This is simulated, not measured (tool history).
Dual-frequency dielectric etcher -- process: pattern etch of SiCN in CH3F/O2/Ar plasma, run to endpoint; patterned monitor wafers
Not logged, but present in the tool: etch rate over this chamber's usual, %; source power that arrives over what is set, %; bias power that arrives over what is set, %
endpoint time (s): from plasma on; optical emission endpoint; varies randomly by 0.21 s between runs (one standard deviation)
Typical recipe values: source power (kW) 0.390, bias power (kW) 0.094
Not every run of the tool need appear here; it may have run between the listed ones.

run	hour	source power (kW)	bias power (kW)	wafers since the last listed run	hours since the last wet clean	hours since the last source power generator calibration	hours since the last bias power generator calibration	hours since the last upper electrode change	incoming incoming film thickness, nm	endpoint time (s)
1	0.0	0.450	0.112	0	302.5	4270.0	2191.0	3242.6	11.24	23.6
2	8.9	0.390	0.094	104	311.4	4278.9	2199.9	3251.5	11.25	26.9
3	18.7	0.320	0.094	114	321.2	4288.7	2209.7	3261.3	11.31	28.4
4	31.6	0.390	0.102	151	334.1	4301.6	2222.6	3274.2	11.08	25.3
5	40.2	0.390	0.094	100	342.7	4310.2	2231.2	3282.8	11.24	27.0
6	48.6	0.390	0.094	98	351.1	4318.6	2239.6	3291.2	11.12	26.6
7	62.4	0.390	0.110	161	364.9	4332.4	2253.4	3305.0	11.10	24.7
8	112.1	0.390	0.110	581	414.6	4382.1	2303.1	3354.7	11.17	24.4
# hour 144.5: upper electrode replaced
9	145.0	0.390	0.094	104	447.5	4415.0	2336.0	0.5	11.13	26.7
10	145.3	0.390	0.094	0	447.8	4415.3	2336.3	0.8	11.29	27.1
# hour 149.0: source power generator calibrated
11	153.8	0.390	0.094	56	456.3	4.8	2344.8	9.3	11.19	26.8
12	167.7	0.390	0.094	162	470.2	18.7	2358.7	23.2	11.19	27.0
# hour 177.6: bias power generator calibrated
13	181.6	0.390	0.104	115	484.1	32.6	4.0	37.1	11.26	25.7
# hour 214.4: wet clean of the chamber
14	214.9	0.390	0.094	108	0.5	65.9	37.3	70.4	11.24	26.7
15	215.2	0.390	0.094	3	0.8	66.2	37.6	70.7	11.24	26.8
16	217.6	0.390	0.094	28	3.2	68.6	40.0	73.1	11.11	26.5
17	224.9	0.390	0.110	85	10.5	75.9	47.3	80.4	11.11	24.4
18	232.8	0.490	0.075	92	18.4	83.8	55.2	88.3	11.11	27.7
19	282.1	0.390	0.094	577	67.7	133.1	104.5	137.6	11.16	26.8
20	295.1	0.430	0.101	152	80.7	146.1	117.5	150.6	11.17	25.2
21	303.2	0.320	0.102	94	88.8	154.2	125.6	158.7	11.24	27.0
22	312.6	0.460	0.106	110	98.2	163.6	135.0	168.1	11.27	24.1
23	322.9	0.390	0.094	120	108.5	173.9	145.3	178.4	11.09	26.8
24	330.9	0.430	0.101	93	116.5	181.9	153.3	186.4	11.21	25.0
25	357.6	0.460	0.081	312	143.2	208.6	180.0	213.1	11.13	27.5
26	375.0	0.450	0.109	203	160.6	226.0	197.4	230.5	11.08	23.4
27	390.0	0.390	0.094	175	175.6	241.0	212.4	245.5	11.16	26.6
28	398.6	0.450	0.111	100	184.2	249.6	221.0	254.1	11.09	22.9
29	416.2	0.300	0.079	206	201.8	267.2	238.6	271.7	11.08	31.3
30	422.4	0.320	0.102	72	208.0	273.4	244.8	277.9	11.29	27.5
31	428.8	0.290	0.116	74	214.4	279.8	251.2	284.3	11.16	26.1
32	445.0	0.460	0.094	189	230.6	296.0	267.4	300.5	11.22	25.4

Each row is a separate what-if for the run after 32, all from the same tool condition, not one after another. Results?
A	445.4	0.340	0.094	4	231.0	296.4	267.8	300.9	11.25	?
B	445.4	0.480	0.094	4	231.0	296.4	267.8	300.9	11.25	?
C	445.4	0.360	0.082	4	231.0	296.4	267.8	300.9	11.25	?
D	445.4	0.480	0.116	4	231.0	296.4	267.8	300.9	11.25	?

run	endpoint time (s)
A	28.1
B	25.4
C	29.7
D	22.9
What these runs would have given with no unlogged condition in the tool:
run	endpoint time (s)
A	28.1
B	25.4
C	29.7
D	22.9
